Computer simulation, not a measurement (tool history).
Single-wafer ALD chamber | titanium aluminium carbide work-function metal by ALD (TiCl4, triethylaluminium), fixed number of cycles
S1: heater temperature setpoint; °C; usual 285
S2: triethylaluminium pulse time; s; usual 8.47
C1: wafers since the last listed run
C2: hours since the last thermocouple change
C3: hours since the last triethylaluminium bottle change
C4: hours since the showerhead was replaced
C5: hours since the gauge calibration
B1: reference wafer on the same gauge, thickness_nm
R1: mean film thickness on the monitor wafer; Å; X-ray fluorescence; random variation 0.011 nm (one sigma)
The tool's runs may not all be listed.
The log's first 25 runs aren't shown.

run	hour	S1	S2	C1	C2	C3	C4	C5	B1	R1
26	1382.7	292	8.47	1844	898.5	955.7	350.1	680.2	1.990	21.59
27	1422.4	285	8.47	477	938.2	995.4	389.8	719.9	1.988	20.76
28	1451.4	291	10.54	348	967.2	1024.4	418.8	748.9	1.990	22.07
29	1490.8	295	11.80	474	1006.6	1063.8	458.2	788.3	1.993	23.03
# hour 1502.9: thermocouple changed; heater temperature recalibrated
30	1569.2	297	6.71	847	66.3	1142.2	536.6	866.7	1.989	19.52
31	1625.2	285	8.47	673	122.3	1198.2	592.6	922.7	1.991	20.50
32	1686.1	285	8.47	732	183.2	1259.1	653.5	983.6	1.990	20.87
33	1716.1	292	11.38	361	213.2	1289.1	683.5	1013.6	1.989	22.14

4 ways to go on from here, each from the tool as it stands after run 33. What would each give?
A	1716.5	299	8.47	4	213.6	1289.5	683.9	1014.0	?	?
B	1716.5	273	9.33	4	213.6	1289.5	683.9	1014.0	?	?
C	1716.5	289	10.21	4	213.6	1289.5	683.9	1014.0	?	?
D	1716.5	292	6.18	4	213.6	1289.5	683.9	1014.0	?	?

run	B1	R1
A	1.988	21.95
B	1.988	20.21
C	1.988	21.87
D	1.988	18.09
Without the tool's hidden state the same runs would have given:
run	R1
A	21.97
B	20.23
C	21.88
D	18.10
